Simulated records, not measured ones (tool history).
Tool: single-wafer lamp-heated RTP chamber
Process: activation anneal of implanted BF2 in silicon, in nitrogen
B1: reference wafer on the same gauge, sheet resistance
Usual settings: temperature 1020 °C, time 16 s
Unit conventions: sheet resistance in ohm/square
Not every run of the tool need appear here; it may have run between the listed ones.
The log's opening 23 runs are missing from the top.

{"hour": 562.7, "done": "reflector plate cleaned"}
{"run": 24, "hour": 563.2, "temperature": 992, "time": 10, "B1": 600.63, "sheet resistance": 751.64}
{"run": 25, "hour": 582.7, "temperature": 1008, "time": 23, "B1": 600.25, "sheet resistance": 738.99}
{"run": 26, "hour": 599.4, "temperature": 1009, "time": 22, "B1": 600.21, "sheet resistance": 739}
{"hour": 619.1, "done": "pyrometer window cleaned and pyrometer calibrated"}
{"run": 27, "hour": 666.7, "temperature": 1006, "time": 23, "B1": 599.05, "sheet resistance": 737.05}
{"run": 28, "hour": 690.9, "temperature": 1005, "time": 21, "B1": 598.59, "sheet resistance": 737.24}
{"run": 29, "hour": 705.2, "temperature": 1020, "time": 16, "B1": 598.62, "sheet resistance": 738.55}
{"run": 30, "hour": 717.6, "temperature": 1008, "time": 7, "B1": 598.07, "sheet resistance": 749.03}
{"run": 31, "hour": 747.1, "temperature": 1020, "time": 16, "B1": 598.09, "sheet resistance": 738.17}

Forecast each of these 4 alternatives for the next run:
{"run": "A", "hour": 747.5, "temperature": 1020, "time": 12, "B1": "?", "sheet resistance": "?"}
{"run": "B", "hour": 747.5, "temperature": 997, "time": 11, "B1": "?", "sheet resistance": "?"}
{"run": "C", "hour": 747.5, "temperature": 1028, "time": 16, "B1": "?", "sheet resistance": "?"}
{"run": "D", "hour": 747.5, "temperature": 1008, "time": 16, "B1": "?", "sheet resistance": "?"}

run=A B1=597.42 sheet_resistance=738.79
run=B B1=597.42 sheet_resistance=743.62
run=C B1=597.42 sheet_resistance=732.96
run=D B1=597.42 sheet_resistance=737.68
Without the tool's unlogged condition, the same runs would have read:
run=A sheet_resistance=748.79
run=B sheet_resistance=753.68
run=C sheet_resistance=742.88
run=D sheet_resistance=747.67
